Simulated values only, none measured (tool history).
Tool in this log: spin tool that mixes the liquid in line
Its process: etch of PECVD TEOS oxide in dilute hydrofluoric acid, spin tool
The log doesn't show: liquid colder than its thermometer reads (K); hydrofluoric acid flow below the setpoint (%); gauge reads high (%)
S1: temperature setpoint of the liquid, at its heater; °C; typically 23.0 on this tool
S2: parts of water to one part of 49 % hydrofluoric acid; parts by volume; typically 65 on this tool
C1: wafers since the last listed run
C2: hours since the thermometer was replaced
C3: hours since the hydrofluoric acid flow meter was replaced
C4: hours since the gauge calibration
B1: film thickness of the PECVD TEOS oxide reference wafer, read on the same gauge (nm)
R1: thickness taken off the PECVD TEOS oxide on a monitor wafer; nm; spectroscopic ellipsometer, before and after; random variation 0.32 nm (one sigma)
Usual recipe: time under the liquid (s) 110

{"run": 1, "hour": 0.0, "S1": 24.5, "S2": 65, "time under the liquid (s)": 110, "C1": 0, "C2": 2030.9, "C3": 2096.5, "C4": 1074.4, "B1": 119.99, "R1": 34.32}
{"run": 2, "hour": 12.5, "S1": 23.0, "S2": 65, "time under the liquid (s)": 110, "C1": 92, "C2": 2043.4, "C3": 2109.0, "C4": 1086.9, "B1": 120.02, "R1": 32.41}
{"run": 3, "hour": 37.8, "S1": 23.0, "S2": 65, "time under the liquid (s)": 110, "C1": 186, "C2": 2068.7, "C3": 2134.3, "C4": 1112.2, "B1": 120.0, "R1": 32.39}
{"run": 4, "hour": 64.0, "S1": 23.0, "S2": 65, "time under the liquid (s)": 110, "C1": 193, "C2": 2094.9, "C3": 2160.5, "C4": 1138.4, "B1": 119.99, "R1": 32.15}
{"run": 5, "hour": 86.3, "S1": 23.0, "S2": 65, "time under the liquid (s)": 110, "C1": 164, "C2": 2117.2, "C3": 2182.8, "C4": 1160.7, "B1": 120.03, "R1": 32.39}
{"run": 6, "hour": 105.8, "S1": 23.0, "S2": 65, "time under the liquid (s)": 110, "C1": 143, "C2": 2136.7, "C3": 2202.3, "C4": 1180.2, "B1": 120.0, "R1": 32.28}
{"run": 7, "hour": 125.5, "S1": 23.0, "S2": 65, "time under the liquid (s)": 110, "C1": 145, "C2": 2156.4, "C3": 2222.0, "C4": 1199.9, "B1": 119.99, "R1": 31.99}
{"run": 8, "hour": 149.8, "S1": 23.0, "S2": 65, "time under the liquid (s)": 110, "C1": 179, "C2": 2180.7, "C3": 2246.3, "C4": 1224.2, "B1": 119.98, "R1": 32.39}
{"run": 9, "hour": 167.3, "S1": 23.0, "S2": 65, "time under the liquid (s)": 110, "C1": 128, "C2": 2198.2, "C3": 2263.8, "C4": 1241.7, "B1": 120.0, "R1": 32.5}
{"run": 10, "hour": 198.0, "S1": 23.0, "S2": 65, "time under the liquid (s)": 110, "C1": 226, "C2": 2228.9, "C3": 2294.5, "C4": 1272.4, "B1": 120.05, "R1": 31.76}
{"hour": 221.9, "done": "gauge calibrated"}
{"run": 11, "hour": 273.5, "S1": 23.0, "S2": 65, "time under the liquid (s)": 110, "C1": 556, "C2": 2304.4, "C3": 2370.0, "C4": 51.6, "B1": 120.01, "R1": 32.46}
{"run": 12, "hour": 291.0, "S1": 23.0, "S2": 65, "time under the liquid (s)": 110, "C1": 128, "C2": 2321.9, "C3": 2387.5, "C4": 69.1, "B1": 120.01, "R1": 31.92}
{"run": 13, "hour": 323.2, "S1": 23.0, "S2": 85, "time under the liquid (s)": 110, "C1": 237, "C2": 2354.1, "C3": 2419.7, "C4": 101.3, "B1": 120.01, "R1": 23.53}
{"run": 14, "hour": 358.9, "S1": 23.0, "S2": 65, "time under the liquid (s)": 110, "C1": 263, "C2": 2389.8, "C3": 2455.4, "C4": 137.0, "B1": 119.97, "R1": 32.18}
{"run": 15, "hour": 380.9, "S1": 23.0, "S2": 65, "time under the liquid (s)": 110, "C1": 162, "C2": 2411.8, "C3": 2477.4, "C4": 159.0, "B1": 120.04, "R1": 31.52}
{"run": 16, "hour": 413.2, "S1": 24.5, "S2": 50, "time under the liquid (s)": 75, "C1": 237, "C2": 2444.1, "C3": 2509.7, "C4": 191.3, "B1": 119.96, "R1": 29.73}
{"run": 17, "hour": 481.8, "S1": 21.5, "S2": 85, "time under the liquid (s)": 170, "C1": 505, "C2": 2512.7, "C3": 2578.3, "C4": 259.9, "B1": 120.02, "R1": 34.3}
{"run": 18, "hour": 498.6, "S1": 21.5, "S2": 40, "time under the liquid (s)": 110, "C1": 123, "C2": 2529.5, "C3": 2595.1, "C4": 276.7, "B1": 120.0, "R1": 48.73}
{"run": 19, "hour": 521.0, "S1": 25.5, "S2": 65, "time under the liquid (s)": 135, "C1": 165, "C2": 2551.9, "C3": 2617.5, "C4": 299.1, "B1": 119.95, "R1": 42.41}
{"hour": 523.7, "done": "hydrofluoric acid flow meter replaced"}
{"run": 20, "hour": 564.3, "S1": 18.5, "S2": 40, "time under the liquid (s)": 60, "C1": 311, "C2": 2595.2, "C3": 40.6, "C4": 342.4, "B1": 119.96, "R1": 26.26}
{"run": 21, "hour": 599.2, "S1": 20.5, "S2": 55, "time under the liquid (s)": 60, "C1": 257, "C2": 2630.1, "C3": 75.5, "C4": 377.3, "B1": 119.99, "R1": 20.25}
{"run": 22, "hour": 616.1, "S1": 23.0, "S2": 50, "time under the liquid (s)": 170, "C1": 124, "C2": 2647.0, "C3": 92.4, "C4": 394.2, "B1": 120.0, "R1": 71.21}
{"run": 23, "hour": 631.6, "S1": 21.0, "S2": 90, "time under the liquid (s)": 65, "C1": 114, "C2": 2662.5, "C3": 107.9, "C4": 409.7, "B1": 120.0, "R1": 13.11}
{"run": 24, "hour": 651.9, "S1": 23.0, "S2": 75, "time under the liquid (s)": 110, "C1": 149, "C2": 2682.8, "C3": 128.2, "C4": 430.0, "B1": 120.01, "R1": 29.96}
{"run": 25, "hour": 665.2, "S1": 21.0, "S2": 65, "time under the liquid (s)": 60, "C1": 97, "C2": 2696.1, "C3": 141.5, "C4": 443.3, "B1": 120.04, "R1": 17.14}
{"hour": 673.1, "done": "thermometer replaced"}
{"run": 26, "hour": 693.6, "S1": 24.5, "S2": 55, "time under the liquid (s)": 170, "C1": 201, "C2": 20.5, "C3": 169.9, "C4": 471.7, "B1": 120.0, "R1": 73.53}
{"run": 27, "hour": 720.5, "S1": 27.0, "S2": 55, "time under the liquid (s)": 140, "C1": 198, "C2": 47.4, "C3": 196.8, "C4": 498.6, "B1": 120.01, "R1": 68.35}
{"run": 28, "hour": 748.5, "S1": 19.5, "S2": 55, "time under the liquid (s)": 55, "C1": 206, "C2": 75.4, "C3": 224.8, "C4": 526.6, "B1": 119.98, "R1": 19.63}
{"run": 29, "hour": 762.8, "S1": 23.0, "S2": 65, "time under the liquid (s)": 110, "C1": 105, "C2": 89.7, "C3": 239.1, "C4": 540.9, "B1": 120.0, "R1": 37.69}
{"run": 30, "hour": 831.1, "S1": 23.0, "S2": 65, "time under the liquid (s)": 110, "C1": 503, "C2": 158.0, "C3": 307.4, "C4": 609.2, "B1": 119.98, "R1": 38.03}
{"run": 31, "hour": 859.6, "S1": 23.0, "S2": 65, "time under the liquid (s)": 160, "C1": 209, "C2": 186.5, "C3": 335.9, "C4": 637.7, "B1": 119.98, "R1": 54.57}
{"run": 32, "hour": 901.0, "S1": 23.0, "S2": 90, "time under the liquid (s)": 110, "C1": 305, "C2": 227.9, "C3": 377.3, "C4": 679.1, "B1": 119.99, "R1": 26.12}
{"run": 33, "hour": 935.7, "S1": 20.5, "S2": 90, "time under the liquid (s)": 110, "C1": 255, "C2": 262.6, "C3": 412.0, "C4": 713.8, "B1": 120.02, "R1": 23.56}

Here are 4 independent what-if runs from the current tool condition. What would each one return?
{"run": "A", "hour": 936.1, "S1": 23.0, "S2": 65, "time under the liquid (s)": 110, "C1": 2, "C2": 263.0, "C3": 412.4, "C4": 714.2, "B1": "?", "R1": "?"}
{"run": "B", "hour": 936.1, "S1": 23.0, "S2": 35, "time under the liquid (s)": 65, "C1": 2, "C2": 263.0, "C3": 412.4, "C4": 714.2, "B1": "?", "R1": "?"}
{"run": "C", "hour": 936.1, "S1": 19.5, "S2": 50, "time under the liquid (s)": 110, "C1": 2, "C2": 263.0, "C3": 412.4, "C4": 714.2, "B1": "?", "R1": "?"}
{"run": "D", "hour": 936.1, "S1": 23.0, "S2": 65, "time under the liquid (s)": 135, "C1": 2, "C2": 263.0, "C3": 412.4, "C4": 714.2, "B1": "?", "R1": "?"}

run=A B1=120.00 R1=37.35
run=B B1=120.00 R1=42.62
run=C B1=120.00 R1=42.72
run=D B1=120.00 R1=45.84
Without the tool's unlogged condition, the same runs would have read:
run=A R1=38.46
run=B R1=43.87
run=C R1=43.99
run=D R1=47.20
